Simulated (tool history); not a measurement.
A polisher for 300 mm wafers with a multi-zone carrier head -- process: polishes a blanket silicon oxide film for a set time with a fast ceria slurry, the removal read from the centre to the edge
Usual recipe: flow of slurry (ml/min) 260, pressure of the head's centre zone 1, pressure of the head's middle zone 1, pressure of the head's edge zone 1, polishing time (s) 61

run	hour	flow of slurry (ml/min)	pressure of the head's centre zone	pressure of the head's middle zone	pressure of the head's edge zone	polishing time (s)	wafers since the last listed run	wafers polished on this pad	hours since the slurry nozzle was cleaned	hours since the centre zone pressure was calibrated	hours since the edge zone pressure was calibrated	hours since the carrier head's membrane was replaced	incoming thickness of the incoming film, nm	film removed at the wafer's centre (angstrom)	film removed at mid-radius (angstrom)	film removed at the wafer's edge (angstrom)
1	0	260	1	1	1	61	0	670	281.5	454.8	1007.1	1416.5	3036.9	10266	10248	10559
# hour 23.7: worn pad replaced by a new one
2	35.3	260	1	1	1	61	201	74	316.8	490.1	1042.4	1451.8	3099.2	10084	10226	10412
3	49.7	260	1	1	1.07	61	92	166	331.2	504.5	1056.8	1466.2	3051.8	9984	9952	10682
4	70.8	260	1	1	1.07	61	135	302	352.3	525.6	1077.9	1487.3	3038.4	9992	9932	10735
5	94	260	1	1	1	61	149	451	375.5	548.8	1101.1	1510.5	3064.9	10008	9989	10405
6	108.2	260	1	1	1	61	91	543	389.7	563	1115.3	1524.7	3059.3	9934	9839	10409
# hour 137.2: worn pad replaced by a new one
7	143.2	260	1	1	1	61	199	38	424.7	598	1150.3	1559.7	3030.5	10021	9777	10405
8	212.3	225	1	1	1	61	444	483	493.8	667.1	1219.4	1628.8	3017	9475	9343	9964
# hour 217.7: slurry nozzle cleaned
# hour 227.3: edge zone pressure recalibrated
9	227.8	225	1	1	1	61	80	563	10.1	682.6	0.5	1644.3	3011.3	10500	10330	10597
# hour 255.4: worn pad replaced by a new one
10	259.2	240	1	1	1	61	176	24	41.5	714	31.9	1675.7	2984.9	10275	10371	10654
11	291.3	260	1	1	1	61	206	230	73.6	746.1	64	1707.8	3019.2	10505	10363	10649
# hour 298.7: carrier head's membrane replaced by a new one
12	318.2	310	1	1	1.12	77	140	371	100.5	773	90.9	19.5	3094	13431	13299	14292
13	333.8	345	0.89	1	1	61	100	472	116.1	788.6	106.5	35.1	3051.8	9483	10658	10954
# hour 367.4: centre zone pressure recalibrated
# hour 385.2: worn pad replaced by a new one
14	409.8	260	1	1	1	61	450	158	192.1	42.4	182.5	111.1	3019.7	10384	10216	10753
15	437.1	235	0.94	0.93	1.1	61	175	333	219.4	69.7	209.8	138.4	3059.9	9726	9494	10922
16	453.9	260	1.05	1	1.11	61	108	442	236.2	86.5	226.6	155.2	3068.9	10597	10334	11005
17	468.8	295	0.91	1	1.08	47	95	537	251.1	101.4	241.5	170.1	3060	7380	8021	8412
# hour 493.4: worn pad replaced by a new one
18	503.3	260	1	0.92	1	61	196	63	285.6	135.9	276	204.6	3057.5	10296	9461	10386
19	538.5	260	1	1	1	61	226	289	320.8	171.1	311.2	239.8	3037.1	10365	9945	10419
20	564.3	215	1	0.89	1	61	165	455	346.6	196.9	337	265.6	2987.2	9894	8935	10091
21	577.3	260	1	1.08	1	61	83	539	359.6	209.9	350	278.6	3077.2	10125	10756	10215

5 ways to go on from here, each from the tool as it stands after run 21. What would each give?
A	577.7	260	1	1	1	61	2	542	360	210.3	350.4	279	2997.8	?	?	?
B	577.7	260	0.89	1	1	53	2	542	360	210.3	350.4	279	2997.8	?	?	?
C	577.7	260	1	1	1	56	2	542	360	210.3	350.4	279	2997.8	?	?	?
D	577.7	190	1	1	1.03	61	2	542	360	210.3	350.4	279	2997.8	?	?	?
E	577.7	175	1	1	1	61	2	542	360	210.3	350.4	279	2997.8	?	?	?

run	film removed at the wafer's centre (angstrom)	film removed at mid-radius (angstrom)	film removed at the wafer's edge (angstrom)
A	10179	9918	10480
B	7864	8622	9105
C	9345	9105	9621
D	9650	9457	10258
E	9496	9323	10022
Take away the tool's hidden state, keep each run's random variation, and the runs would have read:
run	film removed at the wafer's centre (angstrom)	film removed at mid-radius (angstrom)	film removed at the wafer's edge (angstrom)
A	10654	10334	10805
B	8231	8984	9388
C	9781	9487	9920
D	10247	9977	10665
E	10127	9873	10445
